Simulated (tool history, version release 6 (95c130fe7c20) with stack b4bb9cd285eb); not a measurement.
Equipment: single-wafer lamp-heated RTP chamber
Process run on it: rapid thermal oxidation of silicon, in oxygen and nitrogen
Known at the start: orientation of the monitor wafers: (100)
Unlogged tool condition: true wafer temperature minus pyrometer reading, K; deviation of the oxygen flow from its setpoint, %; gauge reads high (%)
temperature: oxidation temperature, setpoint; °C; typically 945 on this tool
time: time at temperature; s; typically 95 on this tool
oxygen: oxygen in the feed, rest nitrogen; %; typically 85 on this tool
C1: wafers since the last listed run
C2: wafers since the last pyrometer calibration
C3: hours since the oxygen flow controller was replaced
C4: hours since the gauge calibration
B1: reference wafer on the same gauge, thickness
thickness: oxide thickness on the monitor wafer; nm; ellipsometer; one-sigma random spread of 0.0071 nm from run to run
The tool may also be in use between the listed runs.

Run 1, hour 0: usual settings; C1 0; C2 889; C3 6455.6; C4 1386; B1 4.019. Result: thickness 4.763 nm.
Run 2, hour 68: usual settings; C1 922; C2 1811; C3 6523.6; C4 1454; B1 4.02. Result: thickness 4.759 nm.
Run 3, hour 146.1: usual settings; C1 1059; C2 2870; C3 6601.7; C4 1532.1; B1 4.02. Result: thickness 4.773 nm.
Run 4, hour 249: usual settings; C1 1395; C2 4266; C3 6704.6; C4 1635; B1 4.02. Result: thickness 4.786 nm.
Run 5, hour 301.6: usual settings; C1 713; C2 4979; C3 6757.2; C4 1687.6; B1 4.018. Result: thickness 4.795 nm.
At hour 371.4: pyrometer window cleaned and pyrometer calibrated.
Run 6, hour 407.1: usual settings; C1 1322; C2 484; C3 6862.7; C4 1793.1; B1 4.019. Result: thickness 4.745 nm.
Run 7, hour 471.6: usual settings; C1 874; C2 1359; C3 6927.2; C4 1857.6; B1 4.019. Result: thickness 4.753 nm.
Run 8, hour 575.8: usual settings; C1 1413; C2 2772; C3 7031.4; C4 1961.8; B1 4.02. Result: thickness 4.768 nm.
Run 9, hour 634.4: usual settings but time 60 s; C1 794; C2 3567; C3 7090; C4 2020.4; B1 4.02. Result: thickness 3.959 nm.
Run 10, hour 687.7: usual settings but time 60 s; C1 722; C2 4290; C3 7143.3; C4 2073.7; B1 4.02. Result: thickness 3.955 nm.
At hour 729.1: oxygen flow controller replaced.
At hour 734.6: pyrometer window cleaned and pyrometer calibrated.
Run 11, hour 784.1: usual settings; C1 1125; C2 671; C3 55; C4 2170.1; B1 4.021. Result: thickness 4.753 nm.
Run 12, hour 840.3: usual settings; C1 762; C2 1434; C3 111.2; C4 2226.3; B1 4.02. Result: thickness 4.744 nm.
At hour 894: gauge calibrated.
Run 13, hour 920.1: usual settings; C1 1082; C2 2516; C3 191; C4 26.1; B1 4.02. Result: thickness 4.76 nm.
Run 14, hour 1016.7: usual settings but temperature 927 °C, time 128 s; C1 1310; C2 3826; C3 287.6; C4 122.7; B1 4.02. Result: thickness 4.73 nm.
At hour 1122: pyrometer window cleaned and pyrometer calibrated.
Run 15, hour 1122.5: usual settings but temperature 974 °C, time 52 s; C1 1326; C2 7; C3 393.4; C4 228.5; B1 4.019. Result: thickness 4.537 nm.
Run 16, hour 1266.1: usual settings but temperature 915 °C, time 122 s; C1 1947; C2 1954; C3 537; C4 372.1; B1 4.019. Result: thickness 4.226 nm.
Run 17, hour 1383.6: usual settings but temperature 963 °C, time 62 s, oxygen 71 %; C1 1593; C2 3548; C3 654.5; C4 489.6; B1 4.02. Result: thickness 4.292 nm.
Run 18, hour 1450.8: usual settings but temperature 927 °C, time 56 s, oxygen 98 %; C1 911; C2 4459; C3 721.7; C4 556.8; B1 4.021. Result: thickness 3.576 nm.
Run 19, hour 1490.9: usual settings but temperature 955 °C, time 134 s, oxygen 96 %; C1 543; C2 5003; C3 761.8; C4 596.9; B1 4.021. Result: thickness 6.248 nm.
At hour 1504.8: pyrometer window cleaned and pyrometer calibrated.
Run 20, hour 1579.1: usual settings but time 57 s, oxygen 66 %; C1 1087; C2 1007; C3 850; C4 685.1; B1 4.02. Result: thickness 3.603 nm.
Run 21, hour 1634.4: usual settings; C1 749; C2 1757; C3 905.3; C4 740.4; B1 4.019. Result: thickness 4.739 nm.
Run 22, hour 1740.9: usual settings but oxygen 74 %; C1 1444; C2 3201; C3 1011.8; C4 846.9; B1 4.022. Result: thickness 4.567 nm.
Run 23, hour 1780.6: usual settings but time 63 s, oxygen 60 %; C1 538; C2 3740; C3 1051.5; C4 886.6; B1 4.021. Result: thickness 3.651 nm.
Run 24, hour 1829: usual settings but time 129 s, oxygen 98 %; C1 656; C2 4396; C3 1099.9; C4 935; B1 4.02. Result: thickness 5.729 nm.
At hour 1854.7: pyrometer window cleaned and pyrometer calibrated.
Run 25, hour 1900.5: usual settings; C1 861; C2 620; C3 1171.4; C4 1006.5; B1 4.02. Result: thickness 4.752 nm.
Run 26, hour 1984.5: usual settings but temperature 921 °C, time 74 s, oxygen 98 %; C1 1139; C2 1759; C3 1255.4; C4 1090.5; B1 4.018. Result: thickness 3.8 nm.

Below are 4 alternative next runs, each starting from the tool's condition after run 26. Predict each:
Run A, hour 1984.9: usual settings; C1 5; C2 1765; C3 1255.8; C4 1090.9; B1 ?. Result: thickness ?.
Run B, hour 1984.9: usual settings but temperature 920 °C; C1 5; C2 1765; C3 1255.8; C4 1090.9; B1 ?. Result: thickness ?.
Run C, hour 1984.9: usual settings but temperature 927 °C, time 124 s; C1 5; C2 1765; C3 1255.8; C4 1090.9; B1 ?. Result: thickness ?.
Run D, hour 1984.9: usual settings but time 65 s, oxygen 98 %; C1 5; C2 1765; C3 1255.8; C4 1090.9; B1 ?. Result: thickness ?.

run     B1  thickness
  A  4.022      4.742
  B  4.022      3.968
  C  4.022      4.638
  D  4.022      4.244
Without the tool's hidden state the same runs would have given:
run  thickness
  A      4.717
  B      3.948
  C      4.614
  D      4.222
